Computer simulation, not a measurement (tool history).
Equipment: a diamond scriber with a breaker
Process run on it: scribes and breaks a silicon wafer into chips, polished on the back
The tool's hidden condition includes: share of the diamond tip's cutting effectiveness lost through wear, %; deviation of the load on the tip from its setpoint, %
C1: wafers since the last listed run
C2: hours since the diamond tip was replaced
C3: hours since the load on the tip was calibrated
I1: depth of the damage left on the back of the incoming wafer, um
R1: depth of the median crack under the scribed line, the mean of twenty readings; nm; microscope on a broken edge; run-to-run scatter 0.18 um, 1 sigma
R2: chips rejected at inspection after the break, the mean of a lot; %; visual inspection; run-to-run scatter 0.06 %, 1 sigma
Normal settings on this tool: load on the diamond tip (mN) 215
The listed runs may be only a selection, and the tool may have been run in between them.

Run 1, day 0: usual settings but load on the diamond tip (mN) 229; C1 0; C2 283.3; C3 1232.4; I1 0.05. Result: R1 13260 nm, R2 1.41 %.
Run 2, day 3.562: usual settings but load on the diamond tip (mN) 229; C1 313; C2 368.8; C3 1317.9; I1 0.03. Result: R1 13540 nm, R2 1.56 %.
Run 3, day 6.962: usual settings but load on the diamond tip (mN) 173; C1 298; C2 450.4; C3 1399.5; I1 0.03. Result: R1 11540 nm, R2 7.18 %.
At day 11.004: diamond tip replaced by a new one.
Run 4, day 11.067: usual settings but load on the diamond tip (mN) 173; C1 353; C2 1.5; C3 1498; I1 0.04. Result: R1 11460 nm, R2 7.56 %.
Run 5, day 13.467: usual settings; C1 210; C2 59.1; C3 1555.6; I1 0.03. Result: R1 12410 nm, R2 2.42 %.
Run 6, day 15.721: usual settings but load on the diamond tip (mN) 260; C1 198; C2 113.2; C3 1609.7; I1 0.01. Result: R1 13930 nm, R2 1.59 %.
Run 7, day 18.792: usual settings but load on the diamond tip (mN) 172; C1 269; C2 186.9; C3 1683.4; I1 0.02. Result: R1 11320 nm, R2 8.75 %.
Run 8, day 20.642: usual settings but load on the diamond tip (mN) 249; C1 162; C2 231.3; C3 1727.8; I1 0.03. Result: R1 13810 nm, R2 1.48 %.
Run 9, day 24.842: usual settings but load on the diamond tip (mN) 168; C1 369; C2 332.1; C3 1828.6; I1 0.02. Result: R1 10870 nm, R2 11.37 %.
Run 10, day 28.883: usual settings but load on the diamond tip (mN) 266; C1 355; C2 429.1; C3 1925.6; I1 0.04. Result: R1 13720 nm, R2 1.46 %.
At day 30.988: diamond tip replaced by a new one.
At day 31.596: load on the tip recalibrated.
Run 11, day 32.496: usual settings but load on the diamond tip (mN) 275; C1 302; C2 36.2; C3 21.6; I1 0.04. Result: R1 15400 nm, R2 4.69 %.
Run 12, day 35.667: usual settings; C1 278; C2 112.3; C3 97.7; I1 0.03. Result: R1 13610 nm, R2 1.39 %.
Run 13, day 39.892: usual settings but load on the diamond tip (mN) 159; C1 371; C2 213.7; C3 199.1; I1 0.02. Result: R1 11660 nm, R2 6.91 %.
Run 14, day 42.821: usual settings but load on the diamond tip (mN) 265; C1 257; C2 284; C3 269.4; I1 0.03. Result: R1 14920 nm, R2 3.86 %.

Predict the results of run 15:
Run 15, day 47.088: usual settings but load on the diamond tip (mN) 160; C1 375; C2 386.4; C3 371.8; I1 0.01. Result: R1 ?, R2 ?.

Run 15 produced R1 11410 nm, R2 6.69 %.
With no hidden state in the tool, this same run would have given R1 11490 nm, R2 6.23 %.

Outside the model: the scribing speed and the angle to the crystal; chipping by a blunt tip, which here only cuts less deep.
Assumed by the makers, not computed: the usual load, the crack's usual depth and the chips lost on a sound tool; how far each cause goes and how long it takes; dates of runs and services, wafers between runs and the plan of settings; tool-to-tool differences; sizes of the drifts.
